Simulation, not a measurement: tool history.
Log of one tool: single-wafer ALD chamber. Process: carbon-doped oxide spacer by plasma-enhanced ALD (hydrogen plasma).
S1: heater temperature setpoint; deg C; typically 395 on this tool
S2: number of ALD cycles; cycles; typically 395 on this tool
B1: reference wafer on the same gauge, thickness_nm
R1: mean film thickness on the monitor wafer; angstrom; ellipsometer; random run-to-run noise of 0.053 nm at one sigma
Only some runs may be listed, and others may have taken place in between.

run 1 hour=0 | S1=395 S2=395 | B1=23.327 | R1=207.28
-- hour=62.5 thermocouple changed; heater temperature recalibrated
run 2 hour=65.5 | S1=395 S2=395 | B1=23.285 | R1=207.41
run 3 hour=130.8 | S1=395 S2=395 | B1=23.283 | R1=209.17
run 4 hour=201.7 | S1=395 S2=395 | B1=23.296 | R1=207.93
run 5 hour=302.8 | S1=395 S2=395 | B1=23.244 | R1=207.8
run 6 hour=343.6 | S1=395 S2=395 | B1=23.241 | R1=207.4
run 7 hour=446.3 | S1=395 S2=395 | B1=23.217 | R1=207.66
run 8 hour=492.4 | S1=395 S2=395 | B1=23.208 | R1=206.8
run 9 hour=792.3 | S1=395 S2=395 | B1=23.159 | R1=207.92
run 10 hour=876.7 | S1=395 S2=395 | B1=23.15 | R1=206.79
run 11 hour=938.4 | S1=395 S2=395 | B1=23.119 | R1=206.6
run 12 hour=1043.7 | S1=399 S2=423 | B1=23.063 | R1=221.06
run 13 hour=1120.2 | S1=399 S2=423 | B1=23.069 | R1=219.24
-- hour=1146 gauge calibrated
run 14 hour=1220.7 | S1=395 S2=395 | B1=23.498 | R1=209.79
run 15 hour=1286.2 | S1=395 S2=395 | B1=23.481 | R1=209.79
run 16 hour=1433.6 | S1=395 S2=395 | B1=23.461 | R1=209.19
run 17 hour=1520.7 | S1=395 S2=395 | B1=23.432 | R1=208.82
run 18 hour=1577.4 | S1=386 S2=371 | B1=23.401 | R1=196.26
run 19 hour=1651.8 | S1=388 S2=461 | B1=23.42 | R1=243.17
run 20 hour=1719.5 | S1=395 S2=354 | B1=23.398 | R1=187.13
-- hour=1811.8 thermocouple changed; heater temperature recalibrated
run 21 hour=1819.6 | S1=395 S2=418 | B1=23.339 | R1=221.63
run 22 hour=1993.5 | S1=395 S2=416 | B1=23.372 | R1=219.39
run 23 hour=2085.9 | S1=395 S2=426 | B1=23.323 | R1=224.21
run 24 hour=2127.9 | S1=395 S2=349 | B1=23.303 | R1=183.5
run 25 hour=2193.8 | S1=399 S2=423 | B1=23.297 | R1=223.47
run 26 hour=2290 | S1=409 S2=441 | B1=23.269 | R1=226.14
run 27 hour=2331.9 | S1=408 S2=450 | B1=23.236 | R1=230.48
run 28 hour=2430 | S1=409 S2=322 | B1=23.237 | R1=164.42
run 29 hour=2515.3 | S1=391 S2=321 | B1=23.256 | R1=168.56
run 30 hour=2559.4 | S1=404 S2=350 | B1=23.203 | R1=181.75
run 31 hour=2662.2 | S1=401 S2=395 | B1=23.203 | R1=206.54
run 32 hour=2756.9 | S1=395 S2=395 | B1=23.165 | R1=205.86
run 33 hour=2838.6 | S1=395 S2=395 | B1=23.163 | R1=207.15
run 34 hour=2897.5 | S1=395 S2=395 | B1=23.146 | R1=206.29

5 options for the next run, each taken on its own from the tool as it stands now. Forecast them:
run A hour=2898.5 | S1=409 S2=395 | B1=? | R1=?
run B hour=2898.5 | S1=410 S2=447 | B1=? | R1=?
run C hour=2898.5 | S1=395 S2=348 | B1=? | R1=?
run D hour=2898.5 | S1=381 S2=420 | B1=? | R1=?
run E hour=2898.5 | S1=389 S2=395 | B1=? | R1=?

run=A B1=23.134 R1=201.22
run=B B1=23.134 R1=227.02
run=C B1=23.134 R1=182.02
run=D B1=23.134 R1=219.68
run=E B1=23.134 R1=206.61
The same runs, with their run-to-run variation unchanged, on a tool lacking any hidden condition would have given:
run=A R1=205.21
run=B R1=231.52
run=C R1=185.63
run=D R1=224.03
run=E R1=210.7

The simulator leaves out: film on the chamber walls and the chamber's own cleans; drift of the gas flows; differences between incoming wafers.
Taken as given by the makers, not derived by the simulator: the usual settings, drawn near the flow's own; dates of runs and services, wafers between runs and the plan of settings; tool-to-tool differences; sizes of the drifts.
